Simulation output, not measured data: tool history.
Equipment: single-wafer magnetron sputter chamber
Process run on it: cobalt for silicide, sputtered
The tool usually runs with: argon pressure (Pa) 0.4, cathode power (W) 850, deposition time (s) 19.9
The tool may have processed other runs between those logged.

| run | hour | argon pressure (Pa) | cathode power (W) | deposition time (s) | wafers since the last listed run | wafers on the sputter target | hours since the last manometer calibration | hours since the magnet pack was replaced | hours since the gauge calibration | read-back reference wafer on the same gauge, thickness_nm | mean film thickness on the monitor wafer (angstrom) |
|---|---|---|---|---|---|---|---|---|---|---|---|
| 1 | 0 | 0.4 | 850 | 21.9 | 0 | 14438 | 933.1 | 4179.2 | 534 | 8.737 | 93.15 |
| 2 | 42.1 | 0.4 | 850 | 19.9 | 1601 | 16039 | 975.2 | 4221.3 | 576.1 | 8.722 | 84.07 |
| 3 | 139.4 | 0.353 | 850 | 19.9 | 3700 | 19740 | 1072.5 | 4318.6 | 673.4 | 8.721 | 85.24 |
| 4 | 181.2 | 0.4 | 750 | 20.9 | 1589 | 21330 | 1114.3 | 4360.4 | 715.2 | 8.719 | 79.99 |
| 5 | 246.8 | 0.4 | 850 | 19.9 | 2495 | 23825 | 1179.9 | 4426 | 780.8 | 8.739 | 84.1 |
|  | 299.7 | sputter target and shields replaced |
| 6 | 307.7 | 0.4 | 850 | 19.9 | 2011 | 302 | 1240.8 | 4486.9 | 841.7 | 8.736 | 90.44 |
| 7 | 392.8 | 0.301 | 850 | 19.9 | 3236 | 3539 | 1325.9 | 4572 | 926.8 | 8.725 | 91.83 |
| 8 | 470.9 | 0.301 | 850 | 19.9 | 2970 | 6509 | 1404 | 4650.1 | 1004.9 | 8.735 | 89.89 |
| 9 | 551.9 | 0.4 | 750 | 21 | 3080 | 9590 | 1485 | 4731.1 | 1085.9 | 8.732 | 80.67 |
| 10 | 632.8 | 0.4 | 750 | 21 | 3076 | 12667 | 1565.9 | 4812 | 1166.8 | 8.742 | 80.19 |
|  | 658.1 | capacitance manometer re-zeroed and calibrated |
| 11 | 700 | 0.4 | 750 | 21 | 2251 | 14919 | 41.9 | 4879.2 | 1234 | 8.74 | 80.35 |
| 12 | 757.2 | 0.342 | 850 | 19.9 | 2175 | 17094 | 99.1 | 4936.4 | 1291.2 | 8.735 | 85.94 |
|  | 843.2 | sputter target and shields replaced |
| 13 | 843.7 | 0.342 | 850 | 19.9 | 2985 | 20 | 185.6 | 5022.9 | 1377.7 | 8.727 | 91.31 |
| 14 | 877.8 | 0.342 | 850 | 19.9 | 1296 | 1317 | 219.7 | 5057 | 1411.8 | 8.718 | 89.72 |
| 15 | 922.4 | 0.4 | 850 | 19.9 | 1696 | 3013 | 264.3 | 5101.6 | 1456.4 | 8.73 | 88.33 |
|  | 989.2 | gauge calibrated |
| 16 | 1010.5 | 0.242 | 1000 | 18.5 | 3350 | 6364 | 352.4 | 5189.7 | 21.3 | 8.729 | 98.55 |
| 17 | 1071.4 | 0.333 | 850 | 17.4 | 2316 | 8680 | 413.3 | 5250.6 | 82.2 | 8.738 | 76.32 |
| 18 | 1151.6 | 0.305 | 650 | 19.9 | 3050 | 11730 | 493.5 | 5330.8 | 162.4 | 8.736 | 69.75 |
| 19 | 1243.2 | 0.4 | 850 | 19.9 | 3483 | 15214 | 585.1 | 5422.4 | 254 | 8.73 | 84.67 |
| 20 | 1292.8 | 0.4 | 850 | 18.8 | 1886 | 17101 | 634.7 | 5472 | 303.6 | 8.724 | 79.19 |
|  | 1342.3 | magnet pack replaced |
|  | 1444 | sputter target and shields replaced |
| 21 | 1551.5 | 0.276 | 1050 | 16.5 | 9230 | 4088 | 893.4 | 209.2 | 562.3 | 8.716 | 92.44 |
| 22 | 1598.2 | 0.346 | 650 | 23.7 | 1776 | 5864 | 940.1 | 255.9 | 609 | 8.732 | 84.16 |
| 23 | 1677.8 | 0.4 | 850 | 19.9 | 3027 | 8892 | 1019.7 | 335.5 | 688.6 | 8.722 | 86.78 |
| 24 | 1754.6 | 0.349 | 850 | 22.2 | 2921 | 11813 | 1096.5 | 412.3 | 765.4 | 8.729 | 97.71 |
| 25 | 1814.8 | 0.443 | 750 | 17.2 | 2289 | 14103 | 1156.7 | 472.5 | 825.6 | 8.717 | 65.63 |
| 26 | 1908.4 | 0.501 | 1050 | 22.8 | 3559 | 17663 | 1250.3 | 566.1 | 919.2 | 8.739 | 113.62 |
|  | 2022.3 | capacitance manometer re-zeroed and calibrated |
| 27 | 2100.8 | 0.502 | 850 | 23.2 | 7013 | 24676 | 78.5 | 758.5 | 1111.6 | 8.718 | 95.94 |
|  | 2117.1 | sputter target and shields replaced |
| 28 | 2150.7 | 0.4 | 750 | 16 | 1593 | 1276 | 128.4 | 808.4 | 1161.5 | 8.742 | 64.6 |
| 29 | 2221.9 | 0.4 | 850 | 19.9 | 2708 | 3984 | 199.6 | 879.6 | 1232.7 | 8.732 | 87.44 |
| 30 | 2312.1 | 0.283 | 850 | 19.9 | 3430 | 7415 | 289.8 | 969.8 | 1322.9 | 8.735 | 90.04 |
| 31 | 2365.3 | 0.4 | 850 | 19.9 | 2023 | 9438 | 343 | 1023 | 1376.1 | 8.731 | 86.31 |
| 32 | 2416.4 | 0.351 | 800 | 18.8 | 1943 | 11382 | 394.1 | 1074.1 | 1427.2 | 8.739 | 77.12 |
| 33 | 2488.1 | 0.303 | 1000 | 19.9 | 2727 | 14109 | 465.8 | 1145.8 | 1498.9 | 8.735 | 100.52 |
| 34 | 2544.2 | 0.505 | 850 | 19.9 | 2133 | 16242 | 521.9 | 1201.9 | 1555 | 8.742 | 81.92 |
|  | 2636.8 | sputter target and shields replaced |
| 35 | 2637.3 | 0.5 | 1050 | 19.9 | 3236 | 18 | 615 | 1295 | 1648.1 | 8.73 | 105.93 |

Measured result minus the same run's result without the hidden state. Both carry the same run-to-run variation, though not necessarily the same gauge scatter:
The hidden state here: deposition rate above that of a new target (%); true argon pressure above the setpoint (%); gauge reads high (%).
| run | mean film thickness on the monitor wafer (angstrom) |
|---|---|
| 1 | -7.08 |
| 2 | -6.59 |
| 3 | -7.01 |
| 4 | -6.67 |
| 5 | -7.14 |
| 6 | -0.79 |
| 7 | -3.16 |
| 8 | -4.55 |
| 9 | -5.01 |
| 10 | -5.61 |
| 11 | -5.97 |
| 12 | -6.63 |
| 13 | -0.91 |
| 14 | -1.97 |
| 15 | -3.1 |
| 16 | -5.35 |
| 17 | -4.85 |
| 18 | -5.04 |
| 19 | -6.68 |
| 20 | -6.44 |
| 21 | -2.96 |
| 22 | -3.5 |
| 23 | -4.68 |
| 24 | -6.05 |
| 25 | -4.36 |
| 26 | -8.09 |
| 27 | -7.31 |
| 28 | -1.11 |
| 29 | -3.23 |
| 30 | -4.88 |
| 31 | -5.3 |
| 32 | -5.14 |
| 33 | -7.27 |
| 34 | -6.18 |
| 35 | -0.02 |
